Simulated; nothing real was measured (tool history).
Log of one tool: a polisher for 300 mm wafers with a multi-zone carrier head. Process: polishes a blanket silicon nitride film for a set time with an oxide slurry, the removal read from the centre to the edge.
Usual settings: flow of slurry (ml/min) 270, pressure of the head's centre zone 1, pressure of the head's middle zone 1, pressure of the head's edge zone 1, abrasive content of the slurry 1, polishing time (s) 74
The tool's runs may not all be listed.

run    hour  flow of slurry (ml/min)  pressure of the head's centre zone  pressure of the head's middle zone  pressure of the head's edge zone  abrasive content of the slurry  polishing time (s)  wafers since the last listed run  wafers polished on this pad  hours since the slurry nozzle was cleaned  hours since the centre zone pressure was calibrated  hours since the edge zone pressure was calibrated  hours since the carrier head's membrane was replaced  incoming thickness of the incoming film, nm  film removed at the wafer's centre (nm)  film removed at mid-radius (nm)  film removed at the wafer's edge (nm)
  1       0                      270                                   1                                   1                                 1                               1                  74                                 0                         2337                                        237                                                  290                                              322.1                                                 781.4                                        507.8                                       75                               77                                   76.5
       12.1  -- carrier head's membrane replaced by a new one
      122.3  -- worn pad replaced by a new one
      150.3  -- slurry nozzle cleaned
  2   169.5                      270                                   1                                   1                                 1                               1                  74                              1668                          482                                       19.2                                                459.5                                              491.6                                                 157.4                                        501.7                                     77.3                               77                                   79.9
      199.8  -- centre zone pressure recalibrated
  3   226.6                      270                                   1                                   1                              0.91                               1                  58                               576                         1059                                       76.3                                                 26.8                                              548.7                                                 214.5                                        501.5                                     60.1                             60.2                                   59.8
  4   292.6                      195                                   1                                 0.9                                 1                               1                  59                               690                         1749                                      142.3                                                 92.8                                              614.7                                                 280.5                                        497.2                                     56.8                               54                                   59.7
  5   327.3                      320                                   1                                0.94                                 1                               1                  56                               362                         2112                                        177                                                127.5                                              649.4                                                 315.2                                        493.9                                     58.5                             57.1                                   59.9
  6   392.7                      340                                0.96                                   1                                 1                               1                  82                               684                         2796                                      242.4                                                192.9                                              714.8                                                 380.6                                        500.8                                     82.3                             86.7                                   86.4
  7   446.8                      270                                   1                                   1                                 1                               1                  54                               565                         3362                                      296.5                                                  247                                              768.9                                                 434.7                                          498                                     54.9                             55.3                                   55.4
      475.8  -- worn pad replaced by a new one
  8   500.8                      270                                   1                                   1                                 1                               1                  74                               522                          261                                      350.5                                                  301                                              822.9                                                 488.7                                          491                                     79.1                             80.1                                   79.2
  9   529.9                      270                                   1                                   1                                 1                            1.15                  74                               304                          566                                      379.6                                                330.1                                                852                                                 517.8                                        505.8                                     82.4                             83.1                                     84
        544  -- slurry nozzle cleaned
 10   600.6                      200                                   1                                   1                              0.95                               1                  74                               729                         1295                                       56.6                                                400.8                                              922.7                                                 588.5                                        500.5                                       73                             74.6                                   72.9
 11   651.1                      270                                   1                                1.03                              0.95                               1                  74                               528                         1823                                      107.1                                                451.3                                              973.2                                                   639                                        499.8                                     76.1                               78                                   75.9
      682.5  -- carrier head's membrane replaced by a new one
 12   704.9                      270                                1.08                                1.06                                 1                             1.1                  49                               510                         2333                                      160.9                                                505.1                                               1027                                                  22.4                                        499.9                                     55.7                             54.9                                   53.2
 13   747.4                      270                                   1                                   1                                 1                               1                  74                               444                         2778                                      203.4                                                547.6                                             1069.5                                                  64.9                                        504.5                                     74.2                               74                                   75.9
 14   775.9                      270                                   1                                   1                                 1                               1                  53                               298                         3076                                      231.9                                                576.1                                               1098                                                  93.4                                        499.8                                     53.9                               53                                   54.7
 15   808.8                      270                                   1                                0.91                              0.95                               1                  92                               344                         3420                                      264.8                                                  609                                             1130.9                                                 126.3                                        492.1                                     92.7                             87.6                                   93.4
      813.8  -- centre zone pressure recalibrated
 16   838.5                      270                                   1                                   1                                 1                               1                  74                               289                         3710                                      294.5                                                 24.7                                             1160.6                                                   156                                        494.7                                     74.6                             75.9                                   76.5
      844.5  -- worn pad replaced by a new one
      851.9  -- edge zone pressure recalibrated
 17   870.7                      270                                   1                                   1                                 1                               1                  74                               274                          253                                      326.7                                                 56.9                                               18.8                                                 188.2                                        489.4                                     77.9                             79.6                                   79.8
 18   914.4                      270                                   1                                   1                              1.11                               1                  74                               457                          710                                      370.4                                                100.6                                               62.5                                                 231.9                                          495                                     76.1                               78                                   82.4
 19   960.4                      270                                 0.9                                   1                                 1                             1.2                 100                               481                         1191                                      416.4                                                146.6                                              108.5                                                 277.9                                        494.8                                    100.9                            113.8                                  115.7
     1004.2  -- slurry nozzle cleaned
 20  1075.3                      310                                   1                                 0.9                                 1                            1.15                  58                              1191                         2382                                       71.1                                                261.5                                              223.4                                                 392.8                                          510                                     63.7                             59.6                                     65

Forecast each of these 5 alternatives for the next run:
  A  1075.7                      270                                   1                                   1                                 1                               1                  82                                 4                         2386                                       71.5                                                261.9                                              223.8                                                 393.2                                        501.1                                        ?                                ?                                      ?
  B  1075.7                      270                                0.91                                1.05                                 1                             1.1                  59                                 4                         2386                                       71.5                                                261.9                                              223.8                                                 393.2                                        501.1                                        ?                                ?                                      ?
  C  1075.7                      270                                   1                                   1                              0.96                             0.9                  74                                 4                         2386                                       71.5                                                261.9                                              223.8                                                 393.2                                        501.1                                        ?                                ?                                      ?
  D  1075.7                      335                                0.93                                   1                              1.11                               1                  61                                 4                         2386                                       71.5                                                261.9                                              223.8                                                 393.2                                        501.1                                        ?                                ?                                      ?
  E  1075.7                      325                                   1                                0.92                                 1                             0.9                  63                                 4                         2386                                       71.5                                                261.9                                              223.8                                                 393.2                                        501.1                                        ?                                ?                                      ?

run  film removed at the wafer's centre (nm)  film removed at mid-radius (nm)  film removed at the wafer's edge (nm)
  A                                     82.5                             84.6                                   85.2
  B                                     56.5                             66.1                                   64.1
  C                                     70.5                             72.3                                   71.5
  D                                     58.5                             64.4                                   67.6
  E                                     61.3                             59.2                                     63
Without the tool's hidden state the same runs would have given:
run  film removed at the wafer's centre (nm)  film removed at mid-radius (nm)  film removed at the wafer's edge (nm)
  A                                     87.2                             89.5                                     90
  B                                     59.7                             69.9                                   67.8
  C                                     74.5                             76.5                                   75.6
  D                                     61.8                             68.1                                   71.4
  E                                     64.8                             62.6                                   66.6

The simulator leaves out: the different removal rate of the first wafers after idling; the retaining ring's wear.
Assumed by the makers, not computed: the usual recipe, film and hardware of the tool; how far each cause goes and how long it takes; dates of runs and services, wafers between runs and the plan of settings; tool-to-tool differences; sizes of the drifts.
